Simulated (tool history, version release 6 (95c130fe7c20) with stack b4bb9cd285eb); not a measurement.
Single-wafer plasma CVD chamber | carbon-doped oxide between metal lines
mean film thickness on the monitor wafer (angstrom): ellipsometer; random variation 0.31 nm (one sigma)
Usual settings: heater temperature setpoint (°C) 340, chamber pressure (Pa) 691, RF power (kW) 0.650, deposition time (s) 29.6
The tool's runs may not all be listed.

run	hour	heater temperature setpoint (°C)	chamber pressure (Pa)	RF power (kW)	deposition time (s)	wafers since the last listed run	hours since the last thermocouple change	hours since the last RF generator calibration	hours since the last manometer calibration	hours since the showerhead was replaced	hours since the gauge calibration	read-back reference wafer on the same gauge, thickness_nm	mean film thickness on the monitor wafer (angstrom)
1	0.0	340	691	0.590	29.6	0	2348.2	1401.8	1389.7	4441.7	617.1	228.883	1932.08
2	22.4	340	691	0.590	29.6	820	2370.6	1424.2	1412.1	4464.1	639.5	229.031	1927.26
# hour 52.5: RF generator calibrated
3	56.6	340	691	0.590	29.6	959	2404.8	4.1	1446.3	4498.3	673.7	228.958	1929.75
4	74.3	330	691	0.650	29.6	648	2422.5	21.8	1464.0	4516.0	691.4	228.932	2108.99
5	98.3	330	691	0.650	29.6	879	2446.5	45.8	1488.0	4540.0	715.4	229.057	2113.04
6	119.5	330	691	0.650	29.6	776	2467.7	67.0	1509.2	4561.2	736.6	228.948	2111.26
# hour 142.2: thermocouple changed; heater temperature recalibrated
7	147.9	340	691	0.650	29.6	747	5.7	95.4	1537.6	4589.6	765.0	228.972	2002.03
8	180.4	340	691	0.650	29.6	1190	38.2	127.9	1570.1	4622.1	797.5	228.905	1994.90
9	206.1	340	691	0.650	29.6	941	63.9	153.6	1595.8	4647.8	823.2	228.919	2001.36
10	236.4	330	612	0.650	29.6	1109	94.2	183.9	1626.1	4678.1	853.5	229.129	2039.76
11	249.9	340	691	0.540	25.5	494	107.7	197.4	1639.6	4691.6	867.0	229.075	1568.21
# hour 261.8: gauge calibrated
12	272.1	345	691	0.540	29.6	813	129.9	219.6	1661.8	4713.8	10.3	229.109	1789.34
13	304.3	340	691	0.650	29.6	1179	162.1	251.8	1694.0	4746.0	42.5	229.012	2002.49
14	337.0	352	840	0.650	29.6	1197	194.8	284.5	1726.7	4778.7	75.2	228.991	1964.48
15	362.3	340	691	0.760	26.5	926	220.1	309.8	1752.0	4804.0	100.5	229.006	1946.50
16	393.6	355	691	0.615	34.0	1146	251.4	341.1	1783.3	4835.3	131.8	229.047	2128.53
17	423.6	354	691	0.650	29.6	1098	281.4	371.1	1813.3	4865.3	161.8	228.944	1911.56
18	449.5	340	691	0.650	26.9	948	307.3	397.0	1839.2	4891.2	187.7	228.953	1814.87
19	482.9	340	691	0.650	29.6	1223	340.7	430.4	1872.6	4924.6	221.1	229.162	2006.42
# hour 493.4: capacitance manometer re-zeroed and calibrated
20	507.1	333	599	0.650	25.3	593	364.9	454.6	13.7	4948.8	245.3	228.940	1704.30
# hour 523.7: showerhead replaced
21	540.3	352	691	0.650	34.5	923	398.1	487.8	46.9	16.6	278.5	228.931	2221.33
22	560.5	340	691	0.650	29.6	739	418.3	508.0	67.1	36.8	298.7	228.978	1984.80
23	604.9	340	691	0.650	34.1	1626	462.7	552.4	111.5	81.2	343.1	229.000	2273.77
24	637.1	355	691	0.650	28.1	1179	494.9	584.6	143.7	113.4	375.3	228.900	1801.27
25	666.1	340	796	0.650	29.6	1062	523.9	613.6	172.7	142.4	404.3	229.023	2027.87
26	698.1	340	691	0.650	29.6	1172	555.9	645.6	204.7	174.4	436.3	229.041	1984.21
27	722.5	327	691	0.695	29.6	893	580.3	670.0	229.1	198.8	460.7	229.090	2161.73
28	744.9	340	691	0.650	29.6	820	602.7	692.4	251.5	221.2	483.1	229.004	1990.49
29	775.4	340	740	0.590	29.6	1117	633.2	722.9	282.0	251.7	513.6	229.102	1902.88

3 ways to go on from here, each from the tool as it stands after run 29. What would each give?
A	775.8	340	691	0.650	25.4	14	633.6	723.3	282.4	252.1	514.0	?	?
B	775.8	340	691	0.770	29.6	14	633.6	723.3	282.4	252.1	514.0	?	?
C	775.8	340	527	0.705	27.7	14	633.6	723.3	282.4	252.1	514.0	?	?

run	read-back reference wafer on the same gauge, thickness_nm	mean film thickness on the monitor wafer (angstrom)
A	228.919	1709.08
B	228.919	2171.13
C	228.919	1858.43
Without the tool's hidden state the same runs would have given:
run	mean film thickness on the monitor wafer (angstrom)
A	1699.61
B	2159.10
C	1849.68
